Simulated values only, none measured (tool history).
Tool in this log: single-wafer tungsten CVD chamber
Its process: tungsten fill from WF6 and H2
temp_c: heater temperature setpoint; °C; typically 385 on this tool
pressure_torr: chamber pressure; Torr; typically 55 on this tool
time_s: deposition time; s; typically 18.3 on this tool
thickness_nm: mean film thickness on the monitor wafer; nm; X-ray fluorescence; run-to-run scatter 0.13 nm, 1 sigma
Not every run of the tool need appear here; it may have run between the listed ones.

run    hour  temp_c  pressure_torr  time_s  wafers since the last listed run  hours since the last thermocouple change  hours since the last manometer calibration  hours since the showerhead was replaced  hours since the gauge calibration  read-back reference wafer on the same gauge, thickness_nm  thickness_nm
  1       0     385             55    18.3                                 0                                      1658                                      1057.3                                   1977.5                              719.2                                                     48.303        54.928
  2    62.6     385             55    18.3                              1966                                    1720.6                                      1119.9                                   2040.1                              781.8                                                     48.289        55.238
  3   121.1     385             55    18.3                              1837                                    1779.1                                      1178.4                                   2098.6                              840.3                                                     48.303        55.419
  4   151.7     394             55    18.3                               961                                    1809.7                                        1209                                   2129.2                              870.9                                                     48.293        67.333
  5   211.6     394             55    18.3                              1881                                    1869.6                                      1268.9                                   2189.1                              930.8                                                     48.287        67.692
  6   263.6     385             55    18.3                              1633                                    1921.6                                      1320.9                                   2241.1                              982.8                                                      48.34         55.55
  7   295.9     385             55    18.3                              1014                                    1953.9                                      1353.2                                   2273.4                             1015.1                                                     48.299         55.72
  8   328.9     385             55    18.3                              1036                                    1986.9                                      1386.2                                   2306.4                             1048.1                                                     48.343        55.832
  9   388.3     385             55    18.3                              1865                                    2046.3                                      1445.6                                   2365.8                             1107.5                                                     48.269        55.901
 10   432.7     385             55      17                              1394                                    2090.7                                        1490                                   2410.2                             1151.9                                                     48.315        51.751
 11   471.8     385             55    18.3                              1228                                    2129.8                                      1529.1                                   2449.3                               1191                                                     48.334        56.031
 12   520.1     385             55    18.3                              1517                                    2178.1                                      1577.4                                   2497.6                             1239.3                                                     48.324        56.003
 13   566.5     385             55    18.3                              1457                                    2224.5                                      1623.8                                     2544                             1285.7                                                     48.293        56.058
 14   603.6     385             55    18.3                              1165                                    2261.6                                      1660.9                                   2581.1                             1322.8                                                     48.289        56.304
      624.5  -- capacitance manometer re-zeroed and calibrated
 15   648.4     385             55    18.3                              1155                                    2306.4                                        23.9                                   2625.9                             1367.6                                                     48.299        55.684
 16   694.4     385             55    18.3                              1444                                    2352.4                                        69.9                                   2671.9                             1413.6                                                     48.323        55.753
 17     751     385             55    18.3                              1777                                      2409                                       126.5                                   2728.5                             1470.2                                                     48.273        55.954
 18   777.8     385           47.7    18.3                               841                                    2435.8                                       153.3                                   2755.3                               1497                                                     48.312        51.465
      800.8  -- showerhead replaced
 19   893.2     391           45.5    16.5                              3373                                    2551.2                                       268.7                                     92.4                             1612.4                                                     48.267        51.682
 20  1059.5     385             55    18.3                              5223                                    2717.5                                         435                                    258.7                             1778.7                                                      48.28        56.145
 21  1127.2     385           43.9    16.1                              2126                                    2785.2                                       502.7                                    326.4                             1846.4                                                     48.288         43.68
     1192.7  -- gauge calibrated
 22  1198.8     385           58.6    18.3                              2249                                    2856.8                                       574.3                                      398                                6.1                                                     48.314        58.142
 23  1229.5     372           44.4    21.2                               964                                    2887.5                                         605                                    428.7                               36.8                                                     48.286        43.108
     1237.9  -- thermocouple changed; heater temperature recalibrated
 24  1260.5     374           59.6    21.9                               722                                      22.6                                         636                                    459.7                               67.8                                                     48.267        51.196
 25  1319.3     385             55    18.3                              1847                                      81.4                                       694.8                                    518.5                              126.6                                                     48.275        53.122
 26  1386.1     385             55    18.3                              2098                                     148.2                                       761.6                                    585.3                              193.4                                                     48.268        53.061
 27  1442.9     385             55    18.3                              1784                                       205                                       818.4                                    642.1                              250.2                                                     48.301        53.369
 28  1513.7     379           42.4    16.9                              2224                                     275.8                                       889.2                                    712.9                                321                                                     48.301        37.372
 29  1538.3     385             55    18.3                               772                                     300.4                                       913.8                                    737.5                              345.6                                                     48.301        53.466
 30  1595.4     372             55    18.3                              1793                                     357.5                                       970.9                                    794.6                              402.7                                                     48.297        39.454
 31  1665.7     373           68.5    20.6                              2208                                     427.8                                      1041.2                                    864.9                                473                                                     48.298        50.968
 32  1693.8     385           49.7    18.3                               882                                     455.9                                      1069.3                                      893                              501.1                                                     48.315         50.67
 33    1729     385             55    18.3                              1105                                     491.1                                      1104.5                                    928.2                              536.3                                                     48.333        53.851
 34  1777.3     385           46.7    18.3                              1517                                     539.4                                      1152.8                                    976.5                              584.6                                                      48.28        49.212

Entry by entry between the runs, the difference in hidden state between the last listed run before and the first listed run after:
Runs 14 to 15: capacitance manometer re-zeroed and calibrated (hour 624.5)
  wafer temperature above the value expected at the setpoint (K): 2.13 -> 2.17; true pressure above the setpoint (%): 3.35 -> 0.287
  measured value less the no-hidden-state value, thickness_nm: +3.542 -> +2.735 nm
Runs 18 to 19: showerhead replaced (hour 800.8)
  wafer temperature above the value expected at the setpoint (K): 2.28 -> 2.38; true pressure above the setpoint (%): 0.319 -> 0.387
  measured value less the no-hidden-state value, thickness_nm: +2.661 -> +2.687 nm
Runs 21 to 22: gauge calibrated (hour 1192.7)
  wafer temperature above the value expected at the setpoint (K): 2.58 -> 2.64; true pressure above the setpoint (%): 0.641 -> 0.749
  measured value less the no-hidden-state value, thickness_nm: +2.609 -> +3.571 nm
Runs 23 to 24: thermocouple changed; heater temperature recalibrated (hour 1237.9)
  wafer temperature above the value expected at the setpoint (K): 2.67 -> -0.0988; true pressure above the setpoint (%): 0.8 -> 0.854
  measured value less the no-hidden-state value, thickness_nm: +2.836 -> +0.104 nm
